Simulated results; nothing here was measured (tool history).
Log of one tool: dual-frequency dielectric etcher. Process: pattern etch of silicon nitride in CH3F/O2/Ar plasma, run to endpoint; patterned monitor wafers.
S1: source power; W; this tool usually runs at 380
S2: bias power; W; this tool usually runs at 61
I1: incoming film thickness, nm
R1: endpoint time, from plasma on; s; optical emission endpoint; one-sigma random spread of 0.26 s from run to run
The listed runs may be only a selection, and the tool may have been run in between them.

run	hour	S1	S2	I1	R1
1	0	380	61	40.01	63.7
2	55	460	69	39.42	55.8
# hour 130.1: wet clean of the chamber
3	130.6	380	61	40.17	63.3
4	159.5	380	61	39.73	62.7
5	253.7	380	61	40	63.4
# hour 294.4: upper electrode replaced
6	352.2	380	61	39.94	63.6
7	414.2	380	61	39.68	62.8
# hour 502.8: source power generator calibrated
8	503.3	380	61	39.56	62.2
9	610.9	430	50	39.97	65.5
10	667.6	430	50	39.51	64.9
11	722.3	340	54	39.44	68
12	778.4	380	52	40.17	67.8
# hour 814.7: wet clean of the chamber
13	884.3	380	61	39.84	62.8
14	921.5	380	61	39.83	63.4
# hour 931.7: bias power generator calibrated
15	975.1	380	50	39.77	67.5
16	1246.2	330	51	39.81	70
17	1286.6	440	50	39.83	64.5
18	1339.3	410	67	39.49	59.5
19	1402.1	350	54	39.97	68
20	1475.1	320	61	39.94	67
21	1516	430	67	40.08	59
# hour 1559.4: wet clean of the chamber
22	1605.3	430	69	40.29	58.5
23	1692.6	450	61	39.9	60
24	1734.1	470	76	39.93	54.5
25	1805.3	410	70	39.92	58.4
26	1868.7	380	61	39.56	62.3
27	1933.9	380	66	40.19	61.5
28	2039.9	400	67	39.94	59.7
29	2132.4	380	61	40.16	64
# hour 2233.1: upper electrode replaced
# hour 2251.1: wet clean of the chamber
30	2251.6	380	61	40.13	63.6
31	2301.8	380	61	39.82	63.1
32	2401	330	55	39.73	68.6
33	2490	280	50	39.36	74.5
34	2591.6	380	61	39.81	63.7
35	2652.6	380	46	39.53	69.6

Hidden state, per run?
etch rate over this chamber's usual, %: 0 in every run
source power that arrives over what is set, %: 0 in every run
bias power that arrives over what is set, %: 0 in every run

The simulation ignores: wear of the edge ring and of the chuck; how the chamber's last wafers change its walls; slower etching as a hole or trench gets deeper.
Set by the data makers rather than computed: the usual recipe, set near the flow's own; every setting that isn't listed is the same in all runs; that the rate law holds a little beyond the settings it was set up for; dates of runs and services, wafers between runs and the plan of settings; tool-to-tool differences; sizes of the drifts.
